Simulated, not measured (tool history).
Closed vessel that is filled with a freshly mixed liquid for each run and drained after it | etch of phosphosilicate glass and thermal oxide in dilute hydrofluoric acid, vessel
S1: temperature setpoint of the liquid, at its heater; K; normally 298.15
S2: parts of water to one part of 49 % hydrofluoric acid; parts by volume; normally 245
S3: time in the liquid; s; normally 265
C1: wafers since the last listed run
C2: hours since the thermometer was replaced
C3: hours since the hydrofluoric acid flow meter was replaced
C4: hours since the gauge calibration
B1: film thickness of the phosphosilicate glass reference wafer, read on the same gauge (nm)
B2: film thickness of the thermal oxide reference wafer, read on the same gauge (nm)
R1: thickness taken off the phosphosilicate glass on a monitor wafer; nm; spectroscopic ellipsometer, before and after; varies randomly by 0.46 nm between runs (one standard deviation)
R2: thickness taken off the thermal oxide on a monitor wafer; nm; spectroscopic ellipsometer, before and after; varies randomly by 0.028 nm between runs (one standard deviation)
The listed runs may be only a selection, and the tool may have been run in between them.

run,hour,S1,S2,S3,C1,C2,C3,C4,B1,B2,R1,R2
1,0,300.15,245,300,0,1343.2,1075.5,2708.6,148.63,106.15,75.03,5.835
# hour 70.4: thermometer replaced
2,72.2,300.15,245,300,6189,1.8,1147.7,2780.8,148.68,106.187,75.25,5.779
3,169.5,298.15,285,265,8458,99.1,1245,2878.1,148.78,106.287,50.64,3.968
4,220.6,298.15,285,265,4442,150.2,1296.1,2929.2,148.8,106.249,50.45,3.96
5,299.3,298.15,285,265,6841,228.9,1374.8,3007.9,148.79,106.242,50.38,3.941
# hour 320.6: gauge calibrated
6,458.8,298.15,195,265,13865,388.4,1534.3,138.2,141.88,101.315,77.24,6.071
7,539.7,298.15,310,105,7032,469.3,1615.2,219.1,142.45,101.792,17.5,1.338
8,609.6,295.15,245,395,6076,539.2,1685.1,289,142.95,102.099,79.11,6.217
9,683.8,298.15,350,265,6450,613.4,1759.3,363.2,143.47,102.46,37.37,2.923
10,788,298.15,350,265,9057,717.6,1863.5,467.4,144.1,102.885,37.13,2.932
11,890.9,302.15,290,205,8944,820.5,1966.4,570.3,144.6,103.351,42.78,3.33
12,987.7,298.15,245,265,8414,917.3,2063.2,667.1,145.13,103.701,59.96,4.706
13,1027.2,298.15,285,265,3433,956.8,2102.7,706.6,145.39,103.836,49.52,3.887
14,1125.1,296.65,175,325,8510,1054.7,2200.6,804.5,145.8,104.133,104.71,8.221
15,1214.2,298.15,290,265,7745,1143.8,2289.7,893.6,146.23,104.404,48.2,3.781
# hour 1267.8: thermometer replaced
16,1304.8,298.15,245,420,7788,37,2380.3,984.2,146.55,104.675,96.54,7.454
17,1390.2,299.65,320,225,7423,122.4,2465.7,1069.6,146.82,104.892,38.15,2.99
18,1485.7,298.15,245,265,8301,217.9,2561.2,1165.1,147.16,105.123,60.13,4.736
# hour 1550: hydrofluoric acid flow meter replaced
19,1682.6,298.15,245,265,17029,414.8,132.6,1362,147.7,105.534,60.89,4.77
20,1773.9,296.15,245,265,7936,506.1,223.9,1453.3,147.93,105.625,56.75,4.427
21,1810.7,298.15,130,265,3198,542.9,260.7,1490.1,148.1,105.782,130.94,10.155
22,1881.8,298.15,155,315,6180,614,331.8,1561.2,148.23,105.882,126.07,9.953
23,2186.8,294.15,245,220,26513,919,636.8,1866.2,148.86,106.279,44.28,3.455
24,2252.9,298.15,245,265,5745,985.1,702.9,1932.3,148.93,106.395,61.78,4.764

Give the tool's hidden conditions for every run:
liquid colder than its thermometer reads (K): 0 on each run
hydrofluoric acid flow above the setpoint (%): 0 on each run
H1: gauge reads high (%)
run,H1
1,6.14
2,6.18
3,6.23
4,6.26
5,6.3
6,1.34
7,1.77
8,2.12
9,2.47
10,2.92
11,3.33
12,3.69
13,3.82
14,4.14
15,4.41
16,4.66
17,4.88
18,5.1
19,5.52
20,5.68
21,5.75
22,5.87
23,6.3
24,6.38

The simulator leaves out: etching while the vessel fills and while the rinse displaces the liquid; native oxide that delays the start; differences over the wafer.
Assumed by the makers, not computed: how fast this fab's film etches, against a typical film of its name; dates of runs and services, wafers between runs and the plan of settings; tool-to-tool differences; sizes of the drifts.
